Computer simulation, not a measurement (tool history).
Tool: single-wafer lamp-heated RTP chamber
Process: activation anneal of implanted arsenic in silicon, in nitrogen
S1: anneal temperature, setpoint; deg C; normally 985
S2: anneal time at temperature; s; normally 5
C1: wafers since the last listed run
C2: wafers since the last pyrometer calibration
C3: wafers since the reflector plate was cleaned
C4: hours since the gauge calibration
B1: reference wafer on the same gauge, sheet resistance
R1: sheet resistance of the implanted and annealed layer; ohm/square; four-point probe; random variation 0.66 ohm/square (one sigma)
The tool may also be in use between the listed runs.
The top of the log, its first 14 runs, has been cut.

Run 15, hour 685.1: usual settings but S1 1013 deg C; C1 1388; C2 1825; C3 5928; C4 71.5; B1 203.94. Result: R1 199.55 ohm/square.
Run 16, hour 724.0: usual settings but S1 967 deg C, S2 4 s; C1 1013; C2 2839; C3 6941; C4 110.4; B1 203.90. Result: R1 217.28 ohm/square.
Run 17, hour 831.7: usual settings but S1 956 deg C; C1 2806; C2 5645; C3 9748; C4 218.1; B1 203.72. Result: R1 220.03 ohm/square.
Run 18, hour 884.8: usual settings but S1 956 deg C, S2 7 s; C1 1383; C2 7029; C3 11132; C4 271.2; B1 203.35. Result: R1 215.67 ohm/square.
Run 19, hour 920.6: usual settings; C1 932; C2 7962; C3 12065; C4 307.0; B1 203.27. Result: R1 206.28 ohm/square.
Run 20, hour 956.0: usual settings but S1 969 deg C, S2 3 s; C1 922; C2 8884; C3 12987; C4 342.4; B1 203.18. Result: R1 220.09 ohm/square.
At hour 982.4: reflector plate cleaned.
Run 21, hour 985.6: usual settings but S2 6 s; C1 562; C2 9447; C3 82; C4 372.0; B1 203.22. Result: R1 204.31 ohm/square.
Run 22, hour 1042.5: usual settings but S2 3 s; C1 1482; C2 10930; C3 1565; C4 428.9; B1 202.91. Result: R1 212.33 ohm/square.
At hour 1102.6: pyrometer window cleaned and pyrometer calibrated.
Run 23, hour 1103.1: usual settings but S1 967 deg C, S2 4 s; C1 1370; C2 12; C3 2936; C4 489.5; B1 202.68. Result: R1 218.04 ohm/square.
Run 24, hour 1169.0: usual settings but S1 972 deg C, S2 3 s; C1 1717; C2 1729; C3 4653; C4 555.4; B1 202.32. Result: R1 217.62 ohm/square.
Run 25, hour 1226.3: usual settings; C1 1493; C2 3222; C3 6146; C4 612.7; B1 202.35. Result: R1 205.38 ohm/square.
Run 26, hour 1253.9: usual settings but S1 956 deg C, S2 4 s; C1 719; C2 3941; C3 6865; C4 640.3; B1 202.25. Result: R1 220.97 ohm/square.
Run 27, hour 1314.7: usual settings but S1 998 deg C, S2 7 s; C1 1584; C2 5526; C3 8450; C4 701.1; B1 201.93. Result: R1 196.73 ohm/square.
Run 28, hour 1371.0: usual settings but S1 966 deg C; C1 1467; C2 6993; C3 9917; C4 757.4; B1 201.92. Result: R1 213.56 ohm/square.
Run 29, hour 1411.9: usual settings; C1 1065; C2 8059; C3 10983; C4 798.3; B1 201.66. Result: R1 204.85 ohm/square.
Run 30, hour 1448.0: usual settings but S1 967 deg C, S2 3 s; C1 940; C2 8999; C3 11923; C4 834.4; B1 201.59. Result: R1 219.28 ohm/square.
At hour 1511.9: reflector plate cleaned.
Run 31, hour 1512.4: usual settings but S1 965 deg C, S2 7 s; C1 1469; C2 10469; C3 13; C4 898.8; B1 201.54. Result: R1 208.00 ohm/square.
Run 32, hour 1548.6: usual settings but S1 1012 deg C, S2 3 s; C1 943; C2 11413; C3 956; C4 935.0; B1 201.38. Result: R1 202.63 ohm/square.
At hour 1569.5: pyrometer window cleaned and pyrometer calibrated.
Run 33, hour 1616.0: usual settings; C1 1547; C2 1212; C3 2504; C4 1002.4; B1 201.15. Result: R1 203.57 ohm/square.
Run 34, hour 1686.3: usual settings but S1 994 deg C, S2 6 s; C1 1831; C2 3044; C3 4336; C4 1072.7; B1 200.86. Result: R1 198.96 ohm/square.
Run 35, hour 1721.7: usual settings but S1 996 deg C, S2 6 s; C1 922; C2 3966; C3 5259; C4 1108.1; B1 200.69. Result: R1 198.84 ohm/square.

Predict each of these 5 candidate next runs independently; none follows another, all start after run 35:
Run A, hour 1722.1: usual settings but S2 8 s; C1 10; C2 3977; C3 5269; C4 1108.5; B1 ?. Result: R1 ?.
Run B, hour 1722.1: usual settings but S1 1011 deg C, S2 8 s; C1 10; C2 3977; C3 5269; C4 1108.5; B1 ?. Result: R1 ?.
Run C, hour 1722.1: usual settings but S1 1011 deg C, S2 6 s; C1 10; C2 3977; C3 5269; C4 1108.5; B1 ?. Result: R1 ?.
Run D, hour 1722.1: usual settings but S1 963 deg C, S2 8 s; C1 10; C2 3977; C3 5269; C4 1108.5; B1 ?. Result: R1 ?.
Run E, hour 1722.1: usual settings but S1 962 deg C; C1 10; C2 3977; C3 5269; C4 1108.5; B1 ?. Result: R1 ?.

run      B1      R1
  A  200.92  198.57
  B  200.92  191.74
  C  200.92  194.88
  D  200.92  206.71
  E  200.92  214.14
Had the tool no hidden state, the same runs would have come out as:
run      R1
  A  201.73
  B  194.78
  C  197.98
  D  210.00
  E  217.54
